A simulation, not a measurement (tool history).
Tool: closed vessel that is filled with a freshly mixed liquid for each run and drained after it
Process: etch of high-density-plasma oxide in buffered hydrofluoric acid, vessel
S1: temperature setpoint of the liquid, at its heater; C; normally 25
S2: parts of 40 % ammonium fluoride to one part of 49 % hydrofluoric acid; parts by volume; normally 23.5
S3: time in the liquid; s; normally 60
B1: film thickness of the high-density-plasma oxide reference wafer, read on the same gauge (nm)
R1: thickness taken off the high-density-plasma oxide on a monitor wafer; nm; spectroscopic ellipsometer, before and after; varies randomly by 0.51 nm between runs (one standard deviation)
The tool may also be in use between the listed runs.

run 1 hour=0 | S1=25 S2=29 S3=60 | B1=29.99 | R1=46.61
run 2 hour=58.4 | S1=25 S2=29 S3=60 | B1=30.02 | R1=45.43
run 3 hour=101.6 | S1=25 S2=23.5 S3=60 | B1=30.01 | R1=53.33
run 4 hour=162.5 | S1=25 S2=23.5 S3=60 | B1=29.96 | R1=52.91
run 5 hour=209.6 | S1=25 S2=23.5 S3=60 | B1=30.03 | R1=53.36
run 6 hour=240.4 | S1=25 S2=23.5 S3=80 | B1=30.06 | R1=70.09
run 7 hour=296.1 | S1=25 S2=23.5 S3=80 | B1=30 | R1=70.4
-- hour=332.7 gauge calibrated
run 8 hour=359.4 | S1=25 S2=23.5 S3=75 | B1=30 | R1=65.4
run 9 hour=422.4 | S1=23.5 S2=23.5 S3=60 | B1=30.02 | R1=47.81
run 10 hour=462.9 | S1=25 S2=20 S3=60 | B1=30.01 | R1=56.9
-- hour=526.3 hydrofluoric acid flow meter replaced
run 11 hour=530.5 | S1=25 S2=21 S3=70 | B1=30.04 | R1=62.95
run 12 hour=559.4 | S1=25 S2=23.5 S3=60 | B1=29.97 | R1=48.94
-- hour=574.6 thermometer replaced
run 13 hour=608.4 | S1=25 S2=29 S3=60 | B1=29.96 | R1=40.99
run 14 hour=650.3 | S1=26.5 S2=19.5 S3=70 | B1=29.97 | R1=70.42
-- hour=707.8 hydrofluoric acid flow meter replaced, repeated, since the last time left the tool worse
run 15 hour=717.7 | S1=25 S2=28 S3=95 | B1=30.02 | R1=78.12
run 16 hour=785.8 | S1=28 S2=23.5 S3=60 | B1=30 | R1=63.7

What the log doesn't show, run by run:
liquid hotter than its thermometer reads (K): 0 on each run
gauge reads high (%): 0 on each run
H1: hydrofluoric acid flow below the setpoint (%)
run=1 H1=4.43
run=2 H1=4.91
run=3 H1=5.26
run=4 H1=5.76
run=5 H1=6.15
run=6 H1=6.4
run=7 H1=6.86
run=8 H1=7.38
run=9 H1=7.89
run=10 H1=8.23
run=11 H1=14.2
run=12 H1=14.4
run=13 H1=14.8
run=14 H1=15.2
run=15 H1=1.64
run=16 H1=2.2
